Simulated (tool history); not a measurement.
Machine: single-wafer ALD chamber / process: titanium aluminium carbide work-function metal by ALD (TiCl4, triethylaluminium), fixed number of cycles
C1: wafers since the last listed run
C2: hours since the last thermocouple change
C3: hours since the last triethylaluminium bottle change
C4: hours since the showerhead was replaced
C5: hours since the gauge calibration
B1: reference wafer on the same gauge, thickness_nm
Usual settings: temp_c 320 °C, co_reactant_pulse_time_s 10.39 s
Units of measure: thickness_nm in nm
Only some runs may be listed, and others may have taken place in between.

{"run": 1, "hour": 0.0, "temp_c": 309, "co_reactant_pulse_time_s": 7.84, "C1": 0, "C2": 1811.8, "C3": 1388.2, "C4": 5027.4, "C5": 81.5, "B1": 2.129, "thickness_nm": 1.754}
{"run": 2, "hour": 30.2, "temp_c": 320, "co_reactant_pulse_time_s": 10.39, "C1": 281, "C2": 1842.0, "C3": 1418.4, "C4": 5057.6, "C5": 111.7, "B1": 2.129, "thickness_nm": 1.979}
{"run": 3, "hour": 60.0, "temp_c": 320, "co_reactant_pulse_time_s": 10.39, "C1": 277, "C2": 1871.8, "C3": 1448.2, "C4": 5087.4, "C5": 141.5, "B1": 2.13, "thickness_nm": 1.993}
{"run": 4, "hour": 85.8, "temp_c": 320, "co_reactant_pulse_time_s": 10.39, "C1": 240, "C2": 1897.6, "C3": 1474.0, "C4": 5113.2, "C5": 167.3, "B1": 2.131, "thickness_nm": 1.984}
{"run": 5, "hour": 103.7, "temp_c": 320, "co_reactant_pulse_time_s": 10.39, "C1": 166, "C2": 1915.5, "C3": 1491.9, "C4": 5131.1, "C5": 185.2, "B1": 2.132, "thickness_nm": 1.981}
{"run": 6, "hour": 119.8, "temp_c": 320, "co_reactant_pulse_time_s": 10.39, "C1": 149, "C2": 1931.6, "C3": 1508.0, "C4": 5147.2, "C5": 201.3, "B1": 2.13, "thickness_nm": 1.983}
{"run": 7, "hour": 152.8, "temp_c": 320, "co_reactant_pulse_time_s": 10.39, "C1": 307, "C2": 1964.6, "C3": 1541.0, "C4": 5180.2, "C5": 234.3, "B1": 2.13, "thickness_nm": 1.983}
{"run": 8, "hour": 181.2, "temp_c": 320, "co_reactant_pulse_time_s": 10.39, "C1": 264, "C2": 1993.0, "C3": 1569.4, "C4": 5208.6, "C5": 262.7, "B1": 2.129, "thickness_nm": 1.973}
{"run": 9, "hour": 197.3, "temp_c": 320, "co_reactant_pulse_time_s": 10.39, "C1": 149, "C2": 2009.1, "C3": 1585.5, "C4": 5224.7, "C5": 278.8, "B1": 2.132, "thickness_nm": 1.984}
{"run": 10, "hour": 211.5, "temp_c": 320, "co_reactant_pulse_time_s": 10.39, "C1": 132, "C2": 2023.3, "C3": 1599.7, "C4": 5238.9, "C5": 293.0, "B1": 2.13, "thickness_nm": 1.974}
{"hour": 235.3, "done": "thermocouple changed; heater temperature recalibrated"}
{"run": 11, "hour": 235.8, "temp_c": 320, "co_reactant_pulse_time_s": 10.39, "C1": 151, "C2": 0.5, "C3": 1624.0, "C4": 5263.2, "C5": 317.3, "B1": 2.13, "thickness_nm": 1.991}
{"run": 12, "hour": 260.9, "temp_c": 320, "co_reactant_pulse_time_s": 10.39, "C1": 233, "C2": 25.6, "C3": 1649.1, "C4": 5288.3, "C5": 342.4, "B1": 2.131, "thickness_nm": 1.977}
{"run": 13, "hour": 293.9, "temp_c": 320, "co_reactant_pulse_time_s": 12.7, "C1": 307, "C2": 58.6, "C3": 1682.1, "C4": 5321.3, "C5": 375.4, "B1": 2.129, "thickness_nm": 2.064}
{"run": 14, "hour": 308.2, "temp_c": 320, "co_reactant_pulse_time_s": 12.7, "C1": 133, "C2": 72.9, "C3": 1696.4, "C4": 5335.6, "C5": 389.7, "B1": 2.129, "thickness_nm": 2.05}
{"run": 15, "hour": 343.1, "temp_c": 320, "co_reactant_pulse_time_s": 12.9, "C1": 325, "C2": 107.8, "C3": 1731.3, "C4": 5370.5, "C5": 424.6, "B1": 2.13, "thickness_nm": 2.07}
{"run": 16, "hour": 369.3, "temp_c": 328, "co_reactant_pulse_time_s": 6.33, "C1": 243, "C2": 134.0, "C3": 1757.5, "C4": 5396.7, "C5": 450.8, "B1": 2.132, "thickness_nm": 1.704}
{"run": 17, "hour": 383.4, "temp_c": 306, "co_reactant_pulse_time_s": 14.36, "C1": 131, "C2": 148.1, "C3": 1771.6, "C4": 5410.8, "C5": 464.9, "B1": 2.129, "thickness_nm": 1.981}
{"run": 18, "hour": 399.5, "temp_c": 320, "co_reactant_pulse_time_s": 10.39, "C1": 149, "C2": 164.2, "C3": 1787.7, "C4": 5426.9, "C5": 481.0, "B1": 2.131, "thickness_nm": 1.983}
{"run": 19, "hour": 432.6, "temp_c": 327, "co_reactant_pulse_time_s": 8.98, "C1": 308, "C2": 197.3, "C3": 1820.8, "C4": 5460.0, "C5": 514.1, "B1": 2.13, "thickness_nm": 1.956}
{"hour": 454.3, "done": "gauge calibrated"}
{"hour": 461.2, "done": "triethylaluminium bottle replaced"}
{"run": 20, "hour": 461.7, "temp_c": 306, "co_reactant_pulse_time_s": 10.39, "C1": 196, "C2": 226.4, "C3": 0.5, "C4": 5489.1, "C5": 7.4, "B1": 2.13, "thickness_nm": 1.961}
{"run": 21, "hour": 487.9, "temp_c": 327, "co_reactant_pulse_time_s": 8.98, "C1": 243, "C2": 252.6, "C3": 26.7, "C4": 5515.3, "C5": 33.6, "B1": 2.13, "thickness_nm": 2.087}
{"run": 22, "hour": 515.5, "temp_c": 320, "co_reactant_pulse_time_s": 10.39, "C1": 257, "C2": 280.2, "C3": 54.3, "C4": 5542.9, "C5": 61.2, "B1": 2.13, "thickness_nm": 2.092}
{"run": 23, "hour": 541.8, "temp_c": 329, "co_reactant_pulse_time_s": 13.43, "C1": 244, "C2": 306.5, "C3": 80.6, "C4": 5569.2, "C5": 87.5, "B1": 2.13, "thickness_nm": 2.229}

Run 24 is up next; what results do you expect?
{"hour": 554.8, "done": "showerhead replaced"}
{"run": 24, "hour": 574.6, "temp_c": 314, "co_reactant_pulse_time_s": 14.54, "C1": 230, "C2": 339.3, "C3": 113.4, "C4": 19.8, "C5": 120.3, "B1": "?", "thickness_nm": "?"}

Run 24 gave B1 2.132, thickness_nm 2.081 nm.
With the hidden condition absent and the run-to-run variation left alone, this run would have shown thickness_nm 2.089 nm.

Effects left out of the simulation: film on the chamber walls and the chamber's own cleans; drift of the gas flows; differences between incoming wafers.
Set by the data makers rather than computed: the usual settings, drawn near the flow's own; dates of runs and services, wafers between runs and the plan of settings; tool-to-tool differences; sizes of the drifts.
